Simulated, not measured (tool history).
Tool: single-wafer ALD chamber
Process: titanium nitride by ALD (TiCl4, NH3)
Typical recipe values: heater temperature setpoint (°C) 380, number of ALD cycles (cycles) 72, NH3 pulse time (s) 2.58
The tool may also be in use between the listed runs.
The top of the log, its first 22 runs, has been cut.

run,hour,heater temperature setpoint (°C),number of ALD cycles (cycles),NH3 pulse time (s),"read-back reference wafer on the same gauge, thickness_nm",mean film thickness on the monitor wafer (angstrom)
23,1070.1,380,72,2.58,2.037,17.56
24,1099.1,380,72,3.08,2.039,17.73
25,1159.1,369,86,2.98,2.041,20.81
# hour 1176.0: thermocouple changed; heater temperature recalibrated
26,1216.2,380,72,2.58,2.043,17.56
27,1245.9,388,72,1.69,2.046,17.42
28,1309.7,375,59,2.58,2.046,14.35
29,1369.4,380,86,2.92,2.051,21.20
30,1437.5,375,59,2.58,2.051,14.45
31,1483.0,380,72,2.89,2.053,17.83
32,1534.6,380,76,2.18,2.054,18.58
33,1606.3,380,72,2.58,2.058,17.78
34,1666.1,380,72,2.58,2.061,17.81
35,1713.7,380,72,2.58,2.062,17.71
36,1739.4,380,72,2.97,2.064,17.93
37,1773.9,395,72,2.58,2.064,18.03
38,1808.7,374,63,2.58,2.068,15.50
39,1858.1,380,72,2.58,2.068,17.95

Alternative continuations, all from the tool just after run 39; predict every row:
A,1858.7,380,72,2.58,?,?
B,1858.7,380,59,3.19,?,?
C,1858.7,368,65,3.32,?,?
D,1858.7,366,82,2.58,?,?
E,1858.7,387,72,2.17,?,?

run,"read-back reference wafer on the same gauge, thickness_nm",mean film thickness on the monitor wafer (angstrom)
A,2.070,17.83
B,2.070,14.72
C,2.070,16.01
D,2.070,19.89
E,2.070,17.83
The same runs, with their run-to-run variation unchanged, on a tool lacking any hidden condition would have given:
run,mean film thickness on the monitor wafer (angstrom)
A,17.49
B,14.45
C,15.71
D,19.52
E,17.49
